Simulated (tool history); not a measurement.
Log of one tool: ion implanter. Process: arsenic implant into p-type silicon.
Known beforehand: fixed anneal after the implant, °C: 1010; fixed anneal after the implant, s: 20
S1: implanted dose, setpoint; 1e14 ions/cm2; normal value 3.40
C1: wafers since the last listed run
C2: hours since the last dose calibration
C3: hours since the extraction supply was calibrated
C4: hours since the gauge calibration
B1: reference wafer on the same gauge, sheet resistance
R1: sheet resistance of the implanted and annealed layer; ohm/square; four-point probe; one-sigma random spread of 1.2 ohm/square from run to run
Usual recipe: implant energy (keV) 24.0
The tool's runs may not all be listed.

run 1 hour=0.0 | S1=3.71 implant_energy_(keV)=24.0 | C1=0 C2=156.7 C3=1426.9 C4=816.6 | B1=244.14 | R1=280.20
-- hour=26.6 gauge calibrated
run 2 hour=62.9 | S1=3.70 implant_energy_(keV)=21.5 | C1=1139 C2=219.6 C3=1489.8 C4=36.3 | B1=244.05 | R1=287.19
run 3 hour=110.3 | S1=3.70 implant_energy_(keV)=21.5 | C1=858 C2=267.0 C3=1537.2 C4=83.7 | B1=243.92 | R1=285.87
run 4 hour=154.6 | S1=3.70 implant_energy_(keV)=24.0 | C1=802 C2=311.3 C3=1581.5 C4=128.0 | B1=244.15 | R1=284.10
run 5 hour=191.0 | S1=3.40 implant_energy_(keV)=22.0 | C1=659 C2=347.7 C3=1617.9 C4=164.4 | B1=243.82 | R1=306.87
run 6 hour=251.3 | S1=3.40 implant_energy_(keV)=22.0 | C1=1092 C2=408.0 C3=1678.2 C4=224.7 | B1=244.10 | R1=306.98
run 7 hour=310.4 | S1=3.40 implant_energy_(keV)=22.0 | C1=1070 C2=467.1 C3=1737.3 C4=283.8 | B1=243.89 | R1=307.77
run 8 hour=335.2 | S1=3.40 implant_energy_(keV)=24.0 | C1=449 C2=491.9 C3=1762.1 C4=308.6 | B1=244.16 | R1=301.22
run 9 hour=362.1 | S1=3.40 implant_energy_(keV)=24.0 | C1=487 C2=518.8 C3=1789.0 C4=335.5 | B1=243.79 | R1=305.89
run 10 hour=421.8 | S1=3.40 implant_energy_(keV)=27.0 | C1=1081 C2=578.5 C3=1848.7 C4=395.2 | B1=244.00 | R1=298.03
run 11 hour=476.4 | S1=3.81 implant_energy_(keV)=30.5 | C1=989 C2=633.1 C3=1903.3 C4=449.8 | B1=243.87 | R1=270.69
run 12 hour=510.3 | S1=3.40 implant_energy_(keV)=24.0 | C1=614 C2=667.0 C3=1937.2 C4=483.7 | B1=243.99 | R1=306.07
run 13 hour=557.1 | S1=3.40 implant_energy_(keV)=24.0 | C1=848 C2=713.8 C3=1984.0 C4=530.5 | B1=244.03 | R1=306.70
run 14 hour=624.0 | S1=3.40 implant_energy_(keV)=24.0 | C1=1212 C2=780.7 C3=2050.9 C4=597.4 | B1=243.93 | R1=306.92
run 15 hour=691.5 | S1=3.40 implant_energy_(keV)=24.0 | C1=1223 C2=848.2 C3=2118.4 C4=664.9 | B1=244.12 | R1=307.15
run 16 hour=729.5 | S1=3.92 implant_energy_(keV)=29.5 | C1=688 C2=886.2 C3=2156.4 C4=702.9 | B1=243.68 | R1=268.25
run 17 hour=778.3 | S1=3.80 implant_energy_(keV)=19.5 | C1=884 C2=935.0 C3=2205.2 C4=751.7 | B1=244.02 | R1=291.46
run 18 hour=810.7 | S1=2.88 implant_energy_(keV)=20.0 | C1=587 C2=967.4 C3=2237.6 C4=784.1 | B1=243.99 | R1=359.16
-- hour=842.5 Faraday cup replaced and dose calibrated
-- hour=858.1 extraction supply calibrated
-- hour=868.8 gauge calibrated
run 19 hour=873.2 | S1=3.40 implant_energy_(keV)=24.0 | C1=842 C2=30.7 C3=15.1 C4=4.4 | B1=244.32 | R1=299.69
run 20 hour=943.4 | S1=3.40 implant_energy_(keV)=30.5 | C1=1272 C2=100.9 C3=85.3 C4=74.6 | B1=244.29 | R1=290.99
run 21 hour=1013.8 | S1=4.24 implant_energy_(keV)=17.5 | C1=1275 C2=171.3 C3=155.7 C4=145.0 | B1=243.91 | R1=267.13
run 22 hour=1085.2 | S1=3.66 implant_energy_(keV)=31.0 | C1=1293 C2=242.7 C3=227.1 C4=216.4 | B1=243.73 | R1=276.66
run 23 hour=1132.8 | S1=3.40 implant_energy_(keV)=24.0 | C1=862 C2=290.3 C3=274.7 C4=264.0 | B1=243.86 | R1=304.34
run 24 hour=1163.0 | S1=3.40 implant_energy_(keV)=24.0 | C1=547 C2=320.5 C3=304.9 C4=294.2 | B1=244.21 | R1=305.34
run 25 hour=1214.4 | S1=2.69 implant_energy_(keV)=27.5 | C1=931 C2=371.9 C3=356.3 C4=345.6 | B1=243.95 | R1=357.91
run 26 hour=1271.0 | S1=4.36 implant_energy_(keV)=17.0 | C1=1025 C2=428.5 C3=412.9 C4=402.2 | B1=243.89 | R1=264.90
run 27 hour=1317.9 | S1=3.11 implant_energy_(keV)=16.0 | C1=849 C2=475.4 C3=459.8 C4=449.1 | B1=244.42 | R1=343.92
run 28 hour=1351.8 | S1=4.38 implant_energy_(keV)=24.0 | C1=614 C2=509.3 C3=493.7 C4=483.0 | B1=243.99 | R1=252.34
run 29 hour=1395.0 | S1=3.70 implant_energy_(keV)=21.5 | C1=782 C2=552.5 C3=536.9 C4=526.2 | B1=244.05 | R1=291.31
run 30 hour=1458.0 | S1=2.76 implant_energy_(keV)=32.5 | C1=1141 C2=615.5 C3=599.9 C4=589.2 | B1=244.37 | R1=345.28

The tool's hidden state at each run:
deviation of the true energy from its setpoint, %: 0 across all the runs
gauge reads high (%): 0 across all the runs
H1: deviation of the true dose from the Faraday cup's reading, %
run=1 H1=-0.475
run=2 H1=-0.779
run=3 H1=-1.01
run=4 H1=-1.22
run=5 H1=-1.4
run=6 H1=-1.69
run=7 H1=-1.98
run=8 H1=-2.1
run=9 H1=-2.23
run=10 H1=-2.51
run=11 H1=-2.78
run=12 H1=-2.94
run=13 H1=-3.17
run=14 H1=-3.49
run=15 H1=-3.82
run=16 H1=-4
run=17 H1=-4.24
run=18 H1=-4.4
run=19 H1=-0.698
run=20 H1=-1.04
run=21 H1=-1.38
run=22 H1=-1.72
run=23 H1=-1.95
run=24 H1=-2.1
run=25 H1=-2.35
run=26 H1=-2.62
run=27 H1=-2.85
run=28 H1=-3.01
run=29 H1=-3.22
run=30 H1=-3.53
